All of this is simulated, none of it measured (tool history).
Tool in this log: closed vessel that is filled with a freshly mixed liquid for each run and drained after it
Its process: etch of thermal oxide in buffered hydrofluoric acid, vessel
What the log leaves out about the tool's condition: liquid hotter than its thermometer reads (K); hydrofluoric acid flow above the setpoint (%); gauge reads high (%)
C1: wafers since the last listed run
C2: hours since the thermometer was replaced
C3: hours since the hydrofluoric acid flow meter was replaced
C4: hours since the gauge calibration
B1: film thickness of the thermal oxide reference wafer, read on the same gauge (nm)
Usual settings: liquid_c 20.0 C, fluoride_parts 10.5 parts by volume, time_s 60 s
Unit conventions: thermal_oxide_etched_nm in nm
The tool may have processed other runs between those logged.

Run 1, hour 0.0: usual settings; C1 0; C2 230.3; C3 1474.7; C4 634.2; B1 49.99. Result: thermal_oxide_etched_nm 52.16 nm.
Run 2, hour 41.0: usual settings; C1 6165; C2 271.3; C3 1515.7; C4 675.2; B1 50.04. Result: thermal_oxide_etched_nm 51.82 nm.
Run 3, hour 98.8: usual settings; C1 8692; C2 329.1; C3 1573.5; C4 733.0; B1 49.99. Result: thermal_oxide_etched_nm 52.46 nm.
Run 4, hour 136.1: usual settings; C1 5609; C2 366.4; C3 1610.8; C4 770.3; B1 50.02. Result: thermal_oxide_etched_nm 52.56 nm.
Run 5, hour 207.2: usual settings but fluoride_parts 13.5 parts by volume; C1 10692; C2 437.5; C3 1681.9; C4 841.4; B1 50.02. Result: thermal_oxide_etched_nm 40.56 nm.
Run 6, hour 258.7: usual settings but fluoride_parts 13.5 parts by volume; C1 7744; C2 489.0; C3 1733.4; C4 892.9; B1 49.99. Result: thermal_oxide_etched_nm 41.25 nm.
Run 7, hour 290.2: usual settings but fluoride_parts 13.5 parts by volume; C1 4737; C2 520.5; C3 1764.9; C4 924.4; B1 50.02. Result: thermal_oxide_etched_nm 40.84 nm.
Run 8, hour 323.5: usual settings; C1 5007; C2 553.8; C3 1798.2; C4 957.7; B1 49.99. Result: thermal_oxide_etched_nm 53.26 nm.
Run 9, hour 363.0: usual settings but liquid_c 22.0 C, fluoride_parts 11.5 parts by volume; C1 5940; C2 593.3; C3 1837.7; C4 997.2; B1 49.99. Result: thermal_oxide_etched_nm 53.46 nm.
Run 10, hour 389.4: usual settings; C1 3970; C2 619.7; C3 1864.1; C4 1023.6; B1 50.01. Result: thermal_oxide_etched_nm 51.92 nm.
Run 11, hour 456.3: usual settings; C1 10060; C2 686.6; C3 1931.0; C4 1090.5; B1 50.04. Result: thermal_oxide_etched_nm 52.50 nm.
Run 12, hour 497.9: usual settings but liquid_c 22.0 C; C1 6255; C2 728.2; C3 1972.6; C4 1132.1; B1 50.02. Result: thermal_oxide_etched_nm 58.82 nm.
Run 13, hour 557.2: usual settings but liquid_c 22.0 C; C1 8917; C2 787.5; C3 2031.9; C4 1191.4; B1 49.98. Result: thermal_oxide_etched_nm 57.87 nm.
Run 14, hour 628.4: usual settings; C1 10707; C2 858.7; C3 2103.1; C4 1262.6; B1 50.02. Result: thermal_oxide_etched_nm 52.57 nm.
Run 15, hour 678.2: usual settings; C1 7489; C2 908.5; C3 2152.9; C4 1312.4; B1 50.00. Result: thermal_oxide_etched_nm 52.48 nm.
Run 16, hour 733.9: usual settings but liquid_c 17.0 C, fluoride_parts 13.0 parts by volume, time_s 70 s; C1 8376; C2 964.2; C3 2208.6; C4 1368.1; B1 50.02. Result: thermal_oxide_etched_nm 41.14 nm.
At hour 747.5: hydrofluoric acid flow meter replaced.
At hour 753.4: thermometer replaced.
Run 17, hour 764.5: usual settings; C1 4300; C2 11.1; C3 17.0; C4 1398.7; B1 49.98. Result: thermal_oxide_etched_nm 51.77 nm.
Run 18, hour 835.2: usual settings but liquid_c 17.0 C, fluoride_parts 9.5 parts by volume, time_s 35 s; C1 10632; C2 81.8; C3 87.7; C4 1469.4; B1 50.02. Result: thermal_oxide_etched_nm 27.82 nm.
Run 19, hour 878.3: usual settings; C1 6481; C2 124.9; C3 130.8; C4 1512.5; B1 50.00. Result: thermal_oxide_etched_nm 52.51 nm.
Run 20, hour 915.9: usual settings but fluoride_parts 13.5 parts by volume; C1 5654; C2 162.5; C3 168.4; C4 1550.1; B1 49.99. Result: thermal_oxide_etched_nm 40.97 nm.
Run 21, hour 944.9: usual settings; C1 4361; C2 191.5; C3 197.4; C4 1579.1; B1 49.96. Result: thermal_oxide_etched_nm 53.16 nm.
Run 22, hour 1015.8: usual settings but fluoride_parts 13.0 parts by volume; C1 10662; C2 262.4; C3 268.3; C4 1650.0; B1 50.01. Result: thermal_oxide_etched_nm 42.58 nm.
Run 23, hour 1066.7: usual settings but fluoride_parts 6.5 parts by volume, time_s 35 s; C1 7654; C2 313.3; C3 319.2; C4 1700.9; B1 50.01. Result: thermal_oxide_etched_nm 47.31 nm.
Run 24, hour 1101.7: usual settings but liquid_c 18.5 C, fluoride_parts 12.0 parts by volume; C1 5263; C2 348.3; C3 354.2; C4 1735.9; B1 50.01. Result: thermal_oxide_etched_nm 41.77 nm.
At hour 1143.6: gauge calibrated.
Run 25, hour 1167.3: usual settings but liquid_c 22.0 C; C1 9865; C2 413.9; C3 419.8; C4 23.7; B1 50.00. Result: thermal_oxide_etched_nm 59.19 nm.
Run 26, hour 1209.1: usual settings but fluoride_parts 12.5 parts by volume; C1 6286; C2 455.7; C3 461.6; C4 65.5; B1 50.00. Result: thermal_oxide_etched_nm 43.88 nm.
Run 27, hour 1239.4: usual settings but fluoride_parts 12.5 parts by volume, time_s 75 s; C1 4556; C2 486.0; C3 491.9; C4 95.8; B1 50.03. Result: thermal_oxide_etched_nm 54.81 nm.
Run 28, hour 1273.5: usual settings but liquid_c 25.0 C, fluoride_parts 12.0 parts by volume, time_s 80 s; C1 5128; C2 520.1; C3 526.0; C4 129.9; B1 49.99. Result: thermal_oxide_etched_nm 80.71 nm.
Run 29, hour 1309.3: usual settings but liquid_c 23.0 C, fluoride_parts 7.5 parts by volume, time_s 45 s; C1 5383; C2 555.9; C3 561.8; C4 165.7; B1 50.00. Result: thermal_oxide_etched_nm 63.33 nm.
Run 30, hour 1369.1: usual settings but liquid_c 18.0 C, fluoride_parts 9.0 parts by volume, time_s 45 s; C1 8992; C2 615.7; C3 621.6; C4 225.5; B1 50.01. Result: thermal_oxide_etched_nm 39.43 nm.
Run 31, hour 1414.1: usual settings but fluoride_parts 8.0 parts by volume; C1 6767; C2 660.7; C3 666.6; C4 270.5; B1 50.01. Result: thermal_oxide_etched_nm 67.09 nm.
Run 32, hour 1461.2: usual settings; C1 7083; C2 707.8; C3 713.7; C4 317.6; B1 50.00. Result: thermal_oxide_etched_nm 51.99 nm.
Run 33, hour 1529.6: usual settings but liquid_c 22.5 C, fluoride_parts 7.5 parts by volume, time_s 85 s; C1 10286; C2 776.2; C3 782.1; C4 386.0; B1 50.00. Result: thermal_oxide_etched_nm 115.93 nm.
Run 34, hour 1596.8: usual settings; C1 10105; C2 843.4; C3 849.3; C4 453.2; B1 49.97. Result: thermal_oxide_etched_nm 51.79 nm.

Hidden state, per run?
liquid hotter than its thermometer reads (K): 0, the same for each run
hydrofluoric acid flow above the setpoint (%): 0, the same for each run
gauge reads high (%): 0, the same for each run
